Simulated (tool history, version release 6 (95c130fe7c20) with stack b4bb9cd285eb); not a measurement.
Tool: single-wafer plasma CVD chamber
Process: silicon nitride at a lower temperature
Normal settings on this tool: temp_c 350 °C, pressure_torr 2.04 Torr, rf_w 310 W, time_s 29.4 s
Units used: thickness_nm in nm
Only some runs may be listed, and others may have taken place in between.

run	hour	temp_c	pressure_torr	rf_w	time_s	wafers since the last listed run	hours since the last thermocouple change	hours since the last RF generator calibration	hours since the last manometer calibration	hours since the showerhead was replaced	hours since the gauge calibration	read-back reference wafer on the same gauge, thickness_nm	thickness_nm
1	0	350	2.04	310	33	0	1695.4	2154.6	1834.7	2309.6	778.4	29.161	36.996
2	62.3	350	2.04	310	33	1283	1757.7	2216.9	1897	2371.9	840.7	29.198	36.935
# hour 63.8: gauge calibrated
3	148.5	350	1.91	310	29.4	1775	1843.9	2303.1	1983.2	2458.1	84.7	29.205	32.428
4	212.1	350	1.91	310	29.4	1310	1907.5	2366.7	2046.8	2521.7	148.3	29.193	32.36
5	288.8	350	1.91	310	29.4	1580	1984.2	2443.4	2123.5	2598.4	225	29.167	32.176
# hour 499.4: capacitance manometer re-zeroed and calibrated
# hour 523.2: RF generator calibrated
6	582.3	356	2.04	325	29.4	5717	2277.7	59.1	82.9	2891.9	518.5	29.217	34.559
7	664.4	350	1.83	310	29.4	1691	2359.8	141.2	165	2974	600.6	29.219	32.92
8	717.4	350	2.2	310	29.4	1091	2412.8	194.2	218	3027	653.6	29.167	34.328
9	763.5	350	2.18	310	25.5	949	2458.9	240.3	264.1	3073.1	699.7	29.176	29.84
# hour 802.8: thermocouple changed; heater temperature recalibrated
10	861.5	350	2.04	310	29.4	1854	58.7	338.3	362.1	3171.1	797.7	29.207	33.798
# hour 886.7: gauge calibrated
11	935.9	350	1.83	310	29.4	1532	133.1	412.7	436.5	3245.5	49.2	29.213	33.2
# hour 988.6: showerhead replaced
12	1029.2	335	1.89	355	29.4	1757	226.4	506	529.8	40.6	142.5	29.193	35.612
13	1080.7	350	1.61	310	29.4	1061	277.9	557.5	581.3	92.1	194	29.21	32.018
14	1172.6	350	2.04	310	35	1893	369.8	649.4	673.2	184	285.9	29.208	40.21
15	1251.8	350	2.38	310	29.4	1631	449	728.6	752.4	263.2	365.1	29.202	35.068

Each row is a separate what-if for the run after 15, all from the same tool condition, not one after another. Results?
A	1252.2	350	2.04	310	29.4	8	449.4	729	752.8	263.6	365.5	?	?
B	1252.2	350	2.04	310	30.9	8	449.4	729	752.8	263.6	365.5	?	?
C	1252.2	339	2.04	310	29.4	8	449.4	729	752.8	263.6	365.5	?	?
D	1252.2	340	2.04	310	29.4	8	449.4	729	752.8	263.6	365.5	?	?

run	read-back reference wafer on the same gauge, thickness_nm	thickness_nm
A	29.165	33.764
B	29.165	35.482
C	29.165	33.889
D	29.165	33.877
Take away the tool's hidden state, keep each run's random variation, and the runs would have read:
run	thickness_nm
A	33.998
B	35.729
C	34.124
D	34.113

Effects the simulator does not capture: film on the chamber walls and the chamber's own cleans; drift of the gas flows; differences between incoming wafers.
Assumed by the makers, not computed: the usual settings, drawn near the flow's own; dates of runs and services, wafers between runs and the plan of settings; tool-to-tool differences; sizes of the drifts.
